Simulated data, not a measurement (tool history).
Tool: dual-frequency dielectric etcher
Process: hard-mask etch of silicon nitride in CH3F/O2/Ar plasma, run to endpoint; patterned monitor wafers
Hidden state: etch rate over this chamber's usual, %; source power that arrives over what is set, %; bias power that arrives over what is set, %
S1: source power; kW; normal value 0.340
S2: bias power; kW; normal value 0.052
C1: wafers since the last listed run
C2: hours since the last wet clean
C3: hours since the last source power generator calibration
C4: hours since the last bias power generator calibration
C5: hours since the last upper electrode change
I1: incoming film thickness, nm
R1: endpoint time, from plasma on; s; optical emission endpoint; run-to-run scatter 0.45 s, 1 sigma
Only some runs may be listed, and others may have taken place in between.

run 1 day=0.000 | S1=0.340 S2=0.052 | C1=0 C2=356.1 C3=3152.3 C4=3246.9 C5=3805.9 | I1=47.56 | R1=73.8
run 2 day=0.525 | S1=0.340 S2=0.052 | C1=204 C2=368.7 C3=3164.9 C4=3259.5 C5=3818.5 | I1=47.77 | R1=75.3
run 3 day=1.567 | S1=0.340 S2=0.052 | C1=405 C2=393.7 C3=3189.9 C4=3284.5 C5=3843.5 | I1=47.73 | R1=74.1
run 4 day=1.900 | S1=0.300 S2=0.052 | C1=129 C2=401.7 C3=3197.9 C4=3292.5 C5=3851.5 | I1=47.82 | R1=77.3
run 5 day=2.512 | S1=0.340 S2=0.062 | C1=238 C2=416.4 C3=3212.6 C4=3307.2 C5=3866.2 | I1=47.53 | R1=70.5
run 6 day=4.629 | S1=0.340 S2=0.062 | C1=823 C2=467.2 C3=3263.4 C4=3358.0 C5=3917.0 | I1=48.31 | R1=70.7
run 7 day=5.025 | S1=0.340 S2=0.062 | C1=154 C2=476.7 C3=3272.9 C4=3367.5 C5=3926.5 | I1=47.72 | R1=70.7
run 8 day=5.692 | S1=0.340 S2=0.052 | C1=259 C2=492.7 C3=3288.9 C4=3383.5 C5=3942.5 | I1=47.87 | R1=73.7
-- day=6.838 wet clean of the chamber
run 9 day=6.858 | S1=0.340 S2=0.052 | C1=64 C2=0.5 C3=3316.9 C4=3411.5 C5=3970.5 | I1=48.04 | R1=76.8
run 10 day=6.875 | S1=0.340 S2=0.052 | C1=6 C2=0.9 C3=3317.3 C4=3411.9 C5=3970.9 | I1=47.59 | R1=77.1
run 11 day=7.092 | S1=0.340 S2=0.052 | C1=84 C2=6.1 C3=3322.5 C4=3417.1 C5=3976.1 | I1=47.88 | R1=76.5
-- day=8.508 upper electrode replaced
run 12 day=8.529 | S1=0.340 S2=0.052 | C1=170 C2=40.6 C3=3357.0 C4=3451.6 C5=0.5 | I1=47.38 | R1=75.8
run 13 day=8.542 | S1=0.340 S2=0.045 | C1=4 C2=40.9 C3=3357.3 C4=3451.9 C5=0.8 | I1=48.07 | R1=80.0
run 14 day=8.554 | S1=0.320 S2=0.061 | C1=4 C2=41.2 C3=3357.6 C4=3452.2 C5=1.1 | I1=47.67 | R1=74.4
run 15 day=8.967 | S1=0.340 S2=0.052 | C1=160 C2=51.1 C3=3367.5 C4=3462.1 C5=11.0 | I1=47.56 | R1=75.5
run 16 day=9.238 | S1=0.270 S2=0.061 | C1=105 C2=57.6 C3=3374.0 C4=3468.6 C5=17.5 | I1=47.91 | R1=79.5
run 17 day=9.917 | S1=0.280 S2=0.062 | C1=264 C2=73.9 C3=3390.3 C4=3484.9 C5=33.8 | I1=47.99 | R1=77.7
-- day=10.296 bias power generator calibrated
run 18 day=10.571 | S1=0.400 S2=0.049 | C1=189 C2=89.6 C3=3406.0 C4=6.6 C5=49.5 | I1=47.28 | R1=72.6

Expected results for the next run?
run 19 day=11.054 | S1=0.340 S2=0.052 | C1=188 C2=101.2 C3=3417.6 C4=18.2 C5=61.1 | I1=47.38 | R1=?

R1: 75.2 s
Minus the tool's unlogged condition, the same run would have read R1 76.1 s.
